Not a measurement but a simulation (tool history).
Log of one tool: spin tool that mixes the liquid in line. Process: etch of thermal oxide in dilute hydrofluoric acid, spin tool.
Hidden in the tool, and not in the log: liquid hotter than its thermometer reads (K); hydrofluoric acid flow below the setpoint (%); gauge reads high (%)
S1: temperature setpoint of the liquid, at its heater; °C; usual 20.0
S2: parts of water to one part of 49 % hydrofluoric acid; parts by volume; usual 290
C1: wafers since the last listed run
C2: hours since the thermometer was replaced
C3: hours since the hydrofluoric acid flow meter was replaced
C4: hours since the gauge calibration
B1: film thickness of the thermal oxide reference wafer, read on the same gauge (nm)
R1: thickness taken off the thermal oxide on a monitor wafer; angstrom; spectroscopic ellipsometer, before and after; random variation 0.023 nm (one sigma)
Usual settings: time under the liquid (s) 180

{"run": 1, "hour": 0.0, "S1": 20.0, "S2": 290, "time under the liquid (s)": 245, "C1": 0, "C2": 1118.2, "C3": 1224.8, "C4": 2905.8, "B1": 103.584, "R1": 29.72}
{"run": 2, "hour": 73.6, "S1": 20.0, "S2": 290, "time under the liquid (s)": 180, "C1": 341, "C2": 1191.8, "C3": 1298.4, "C4": 2979.4, "B1": 103.794, "R1": 21.43}
{"run": 3, "hour": 116.1, "S1": 20.0, "S2": 290, "time under the liquid (s)": 180, "C1": 197, "C2": 1234.3, "C3": 1340.9, "C4": 3021.9, "B1": 103.986, "R1": 21.58}
{"hour": 330.5, "done": "hydrofluoric acid flow meter replaced"}
{"run": 4, "hour": 432.0, "S1": 20.0, "S2": 290, "time under the liquid (s)": 180, "C1": 1462, "C2": 1550.2, "C3": 101.5, "C4": 3337.8, "B1": 105.014, "R1": 21.96}
{"run": 5, "hour": 469.1, "S1": 20.0, "S2": 290, "time under the liquid (s)": 180, "C1": 172, "C2": 1587.3, "C3": 138.6, "C4": 3374.9, "B1": 105.056, "R1": 22.21}
{"run": 6, "hour": 562.9, "S1": 20.0, "S2": 290, "time under the liquid (s)": 180, "C1": 435, "C2": 1681.1, "C3": 232.4, "C4": 3468.7, "B1": 105.449, "R1": 22.26}
{"run": 7, "hour": 619.1, "S1": 20.0, "S2": 290, "time under the liquid (s)": 180, "C1": 260, "C2": 1737.3, "C3": 288.6, "C4": 3524.9, "B1": 105.718, "R1": 22.04}
{"run": 8, "hour": 659.6, "S1": 20.0, "S2": 290, "time under the liquid (s)": 180, "C1": 188, "C2": 1777.8, "C3": 329.1, "C4": 3565.4, "B1": 105.736, "R1": 22.33}
{"run": 9, "hour": 724.1, "S1": 20.0, "S2": 290, "time under the liquid (s)": 180, "C1": 299, "C2": 1842.3, "C3": 393.6, "C4": 3629.9, "B1": 105.971, "R1": 21.95}
{"run": 10, "hour": 821.4, "S1": 18.0, "S2": 290, "time under the liquid (s)": 180, "C1": 451, "C2": 1939.6, "C3": 490.9, "C4": 3727.2, "B1": 106.404, "R1": 20.78}
{"run": 11, "hour": 884.0, "S1": 18.0, "S2": 290, "time under the liquid (s)": 180, "C1": 290, "C2": 2002.2, "C3": 553.5, "C4": 3789.8, "B1": 106.609, "R1": 20.78}
{"run": 12, "hour": 955.7, "S1": 18.0, "S2": 290, "time under the liquid (s)": 180, "C1": 332, "C2": 2073.9, "C3": 625.2, "C4": 3861.5, "B1": 106.891, "R1": 20.72}
{"hour": 978.6, "done": "thermometer replaced"}
{"run": 13, "hour": 1060.3, "S1": 23.0, "S2": 290, "time under the liquid (s)": 180, "C1": 480, "C2": 81.7, "C3": 729.8, "C4": 3966.1, "B1": 107.365, "R1": 25.04}
{"run": 14, "hour": 1143.3, "S1": 20.0, "S2": 290, "time under the liquid (s)": 125, "C1": 385, "C2": 164.7, "C3": 812.8, "C4": 4049.1, "B1": 107.658, "R1": 15.71}
{"hour": 1188.8, "done": "gauge calibrated"}
{"run": 15, "hour": 1235.0, "S1": 20.0, "S2": 405, "time under the liquid (s)": 180, "C1": 425, "C2": 256.4, "C3": 904.5, "C4": 46.2, "B1": 99.969, "R1": 13.83}
{"run": 16, "hour": 1335.7, "S1": 17.0, "S2": 375, "time under the liquid (s)": 270, "C1": 467, "C2": 357.1, "C3": 1005.2, "C4": 146.9, "B1": 99.982, "R1": 20.5}
{"hour": 1539.9, "done": "hydrofluoric acid flow meter replaced"}
{"run": 17, "hour": 1579.9, "S1": 20.0, "S2": 420, "time under the liquid (s)": 180, "C1": 1129, "C2": 601.3, "C3": 40.0, "C4": 391.1, "B1": 100.061, "R1": 13.04}
{"run": 18, "hour": 1809.3, "S1": 20.0, "S2": 290, "time under the liquid (s)": 180, "C1": 1065, "C2": 830.7, "C3": 269.4, "C4": 620.5, "B1": 100.17, "R1": 20.79}
{"run": 19, "hour": 1868.6, "S1": 20.0, "S2": 205, "time under the liquid (s)": 240, "C1": 275, "C2": 890.0, "C3": 328.7, "C4": 679.8, "B1": 100.252, "R1": 42.48}
{"run": 20, "hour": 1920.4, "S1": 20.0, "S2": 290, "time under the liquid (s)": 180, "C1": 240, "C2": 941.8, "C3": 380.5, "C4": 731.6, "B1": 100.242, "R1": 21.0}
{"run": 21, "hour": 2004.3, "S1": 17.0, "S2": 215, "time under the liquid (s)": 250, "C1": 389, "C2": 1025.7, "C3": 464.4, "C4": 815.5, "B1": 100.33, "R1": 37.4}
{"run": 22, "hour": 2107.9, "S1": 18.0, "S2": 290, "time under the liquid (s)": 180, "C1": 480, "C2": 1129.3, "C3": 568.0, "C4": 919.1, "B1": 100.44, "R1": 19.53}
{"run": 23, "hour": 2170.9, "S1": 20.0, "S2": 290, "time under the liquid (s)": 180, "C1": 292, "C2": 1192.3, "C3": 631.0, "C4": 982.1, "B1": 100.484, "R1": 20.93}
{"run": 24, "hour": 2264.2, "S1": 17.0, "S2": 350, "time under the liquid (s)": 180, "C1": 433, "C2": 1285.6, "C3": 724.3, "C4": 1075.4, "B1": 100.569, "R1": 15.14}
{"run": 25, "hour": 2348.9, "S1": 20.0, "S2": 290, "time under the liquid (s)": 180, "C1": 393, "C2": 1370.3, "C3": 809.0, "C4": 1160.1, "B1": 100.678, "R1": 21.41}
{"run": 26, "hour": 2428.2, "S1": 20.0, "S2": 245, "time under the liquid (s)": 180, "C1": 368, "C2": 1449.6, "C3": 888.3, "C4": 1239.4, "B1": 100.758, "R1": 26.07}
{"run": 27, "hour": 2518.0, "S1": 20.0, "S2": 290, "time under the liquid (s)": 115, "C1": 416, "C2": 1539.4, "C3": 978.1, "C4": 1329.2, "B1": 100.81, "R1": 13.51}
{"run": 28, "hour": 2611.4, "S1": 17.0, "S2": 410, "time under the liquid (s)": 220, "C1": 433, "C2": 1632.8, "C3": 1071.5, "C4": 1422.6, "B1": 100.996, "R1": 14.9}
{"run": 29, "hour": 2671.5, "S1": 24.0, "S2": 195, "time under the liquid (s)": 105, "C1": 279, "C2": 1692.9, "C3": 1131.6, "C4": 1482.7, "B1": 101.159, "R1": 23.53}
{"run": 30, "hour": 2758.6, "S1": 17.0, "S2": 180, "time under the liquid (s)": 180, "C1": 404, "C2": 1780.0, "C3": 1218.7, "C4": 1569.8, "B1": 101.205, "R1": 33.18}
{"run": 31, "hour": 2809.6, "S1": 20.0, "S2": 290, "time under the liquid (s)": 180, "C1": 236, "C2": 1831.0, "C3": 1269.7, "C4": 1620.8, "B1": 101.379, "R1": 21.15}
{"run": 32, "hour": 2879.3, "S1": 18.0, "S2": 290, "time under the liquid (s)": 285, "C1": 323, "C2": 1900.7, "C3": 1339.4, "C4": 1690.5, "B1": 101.473, "R1": 31.47}
{"run": 33, "hour": 2982.9, "S1": 17.5, "S2": 290, "time under the liquid (s)": 180, "C1": 480, "C2": 2004.3, "C3": 1443.0, "C4": 1794.1, "B1": 101.634, "R1": 18.96}

The same runs without the tool's hidden state, with the same run-to-run variation:
run=1 R1=28.68
run=2 R1=20.64
run=3 R1=20.75
run=4 R1=20.91
run=5 R1=21.13
run=6 R1=21.11
run=7 R1=20.86
run=8 R1=21.11
run=9 R1=20.71
run=10 R1=19.53
run=11 R1=19.48
run=12 R1=19.38
run=13 R1=23.34
run=14 R1=14.59
run=15 R1=13.83
run=16 R1=20.50
run=17 R1=13.04
run=18 R1=20.76
run=19 R1=42.39
run=20 R1=20.95
run=21 R1=37.28
run=22 R1=19.45
run=23 R1=20.83
run=24 R1=15.05
run=25 R1=21.27
run=26 R1=25.87
run=27 R1=13.39
run=28 R1=14.75
run=29 R1=23.28
run=30 R1=32.78
run=31 R1=20.88
run=32 R1=31.02
run=33 R1=18.66
